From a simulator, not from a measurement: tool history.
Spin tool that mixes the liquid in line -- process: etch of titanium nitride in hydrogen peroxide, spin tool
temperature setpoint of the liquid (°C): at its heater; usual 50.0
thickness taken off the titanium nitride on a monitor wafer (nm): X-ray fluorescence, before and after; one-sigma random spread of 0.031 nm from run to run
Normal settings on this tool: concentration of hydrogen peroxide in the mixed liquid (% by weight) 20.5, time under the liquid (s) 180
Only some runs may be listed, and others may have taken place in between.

run	hour	temperature setpoint of the liquid (°C)	concentration of hydrogen peroxide in the mixed liquid (% by weight)	time under the liquid (s)	wafers since the last listed run	hours since the thermometer was replaced	hours since the peroxide flow meter was replaced	hours since the heated supply line was repaired	hours since the drum of peroxide was connected	hours since the gauge calibration	read-back film thickness of the titanium nitride reference wafer, read on the same gauge (nm)	thickness taken off the titanium nitride on a monitor wafer (nm)
1	0.0	50.0	20.5	180	0	133.6	629.9	2851.0	560.4	349.6	119.973	4.759
2	76.3	50.0	20.5	180	553	209.9	706.2	2927.3	636.7	425.9	120.037	4.761
3	172.1	50.0	20.5	180	695	305.7	802.0	3023.1	732.5	521.7	120.013	4.784
4	250.0	50.0	20.5	95	565	383.6	879.9	3101.0	810.4	599.6	119.958	2.509
5	331.6	50.0	20.5	95	592	465.2	961.5	3182.6	892.0	681.2	119.945	2.495
6	378.9	50.0	18.5	180	343	512.5	1008.8	3229.9	939.3	728.5	120.044	4.638
7	461.4	50.0	18.5	180	598	595.0	1091.3	3312.4	1021.8	811.0	120.025	4.582
# hour 535.0: peroxide flow meter replaced
8	558.0	50.0	18.5	180	693	691.6	23.0	3409.0	1118.4	907.6	119.987	4.775
9	614.0	50.0	20.5	180	406	747.6	79.0	3465.0	1174.4	963.6	120.011	4.877
# hour 631.9: thermometer replaced
10	704.4	58.5	23.0	90	648	72.5	169.4	3555.4	1264.8	1054.0	120.037	4.527
# hour 738.3: heated supply line repaired
# hour 764.6: new drum of peroxide connected
11	810.6	50.0	20.5	180	756	178.7	275.6	72.3	46.0	1160.2	119.991	4.749
12	897.9	50.0	20.5	180	633	266.0	362.9	159.6	133.3	1247.5	119.933	4.777
# hour 937.5: gauge calibrated
13	972.2	55.0	18.5	265	539	340.3	437.2	233.9	207.6	34.7	120.030	9.730
14	1012.4	58.5	23.0	90	291	380.5	477.4	274.1	247.8	74.9	119.975	4.486
15	1102.0	50.0	19.0	140	650	470.1	567.0	363.7	337.4	164.5	119.999	3.650
16	1159.7	43.0	22.5	140	418	527.8	624.7	421.4	395.1	222.2	119.971	2.238
17	1224.6	50.0	20.5	95	471	592.7	689.6	486.3	460.0	287.1	120.038	2.516
18	1277.4	50.0	26.5	225	383	645.5	742.4	539.1	512.8	339.9	120.041	6.241
19	1464.3	47.5	23.5	150	1356	832.4	929.3	726.0	699.7	526.8	119.983	3.359

Each row is a separate what-if for the run after 19, all from the same tool condition, not one after another. Results?
A	1464.8	41.0	20.5	180	3	832.9	929.8	726.5	700.2	527.3	?	?
B	1464.8	56.5	22.5	210	3	832.9	929.8	726.5	700.2	527.3	?	?
C	1464.8	55.5	22.0	180	3	832.9	929.8	726.5	700.2	527.3	?	?

run	read-back film thickness of the titanium nitride reference wafer, read on the same gauge (nm)	thickness taken off the titanium nitride on a monitor wafer (nm)
A	120.032	2.423
B	120.032	8.919
C	120.032	7.096
What these runs would have given with no unlogged condition in the tool:
run	thickness taken off the titanium nitride on a monitor wafer (nm)
A	2.490
B	9.164
C	7.291
